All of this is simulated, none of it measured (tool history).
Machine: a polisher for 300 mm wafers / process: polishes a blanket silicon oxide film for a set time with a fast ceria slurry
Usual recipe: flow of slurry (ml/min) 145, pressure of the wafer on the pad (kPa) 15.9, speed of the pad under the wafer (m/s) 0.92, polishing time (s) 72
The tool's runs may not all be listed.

run,day,flow of slurry (ml/min),pressure of the wafer on the pad (kPa),speed of the pad under the wafer (m/s),polishing time (s),wafers since the last listed run,wafers polished on this pad,hours since the slurry nozzle was cleaned,hours since the head pressure was calibrated,"incoming thickness of the incoming film, nm",film removed (nm)
1,0.000,145,15.9,0.92,72,0,1135,485.4,400.1,2699.0,813.9
# day 0.425: worn pad replaced by a new one
2,0.688,145,15.9,0.92,72,184,93,501.9,416.6,2688.9,889.5
3,1.308,145,15.9,0.92,72,220,313,516.8,431.5,2687.3,869.3
4,2.038,145,15.9,1.10,72,258,571,534.3,449.0,2659.2,1001.6
5,2.512,145,15.9,1.10,72,168,740,545.7,460.4,2656.5,992.3
6,3.050,145,15.9,1.10,72,190,930,558.6,473.3,2656.2,975.4
7,3.342,145,15.9,0.92,53,103,1034,565.6,480.3,2681.8,604.0
# day 4.162: worn pad replaced by a new one
8,4.183,145,15.9,0.92,53,239,7,585.8,500.5,2635.6,649.8
# day 4.654: head pressure recalibrated
9,4.675,145,15.9,0.92,53,144,152,597.6,0.5,2645.3,632.1
10,5.092,145,15.9,0.92,72,147,299,607.6,10.5,2614.1,840.7
11,5.379,145,15.9,0.92,72,101,401,614.5,17.4,2637.1,851.3
12,5.879,145,15.9,0.92,89,177,579,626.5,29.4,2698.3,1036.6
13,6.154,120,13.1,0.92,58,97,676,633.1,36.0,2707.2,546.4
14,6.554,145,15.9,0.92,82,141,818,642.7,45.6,2706.6,916.0
15,7.271,165,17.9,0.92,53,254,1072,659.9,62.8,2700.3,667.2
16,7.708,145,15.9,0.92,72,155,1227,670.4,73.3,2670.0,775.6
# day 7.917: worn pad replaced by a new one
17,8.425,145,15.9,0.92,82,194,180,687.6,90.5,2644.7,978.5
# day 8.521: slurry nozzle cleaned
18,8.696,175,15.9,0.92,95,81,261,4.2,97.0,2720.3,1172.6
19,9.304,115,20.7,1.16,80,215,477,18.8,111.6,2702.7,1418.7
20,9.729,145,13.8,0.82,72,150,628,29.0,121.8,2667.0,662.3
21,10.421,145,15.9,0.92,48,245,873,45.6,138.4,2654.3,551.0
22,10.904,145,15.9,1.22,65,171,1044,57.2,150.0,2683.8,969.7

Branching from run 22: 5 alternative next runs. What would each branch give?
A,10.921,145,15.9,0.92,72,5,1050,57.6,150.4,2656.1,?
B,10.921,145,15.9,0.92,79,5,1050,57.6,150.4,2656.1,?
C,10.921,190,12.4,0.92,63,5,1050,57.6,150.4,2656.1,?
D,10.921,185,15.9,0.92,72,5,1050,57.6,150.4,2656.1,?
E,10.921,125,11.0,0.92,72,5,1050,57.6,150.4,2656.1,?

run,film removed (nm)
A,803.3
B,881.4
C,598.0
D,837.7
E,574.0
Without the tool's hidden state the same runs would have given:
run,film removed (nm)
A,907.2
B,995.5
C,675.4
D,946.2
E,648.3

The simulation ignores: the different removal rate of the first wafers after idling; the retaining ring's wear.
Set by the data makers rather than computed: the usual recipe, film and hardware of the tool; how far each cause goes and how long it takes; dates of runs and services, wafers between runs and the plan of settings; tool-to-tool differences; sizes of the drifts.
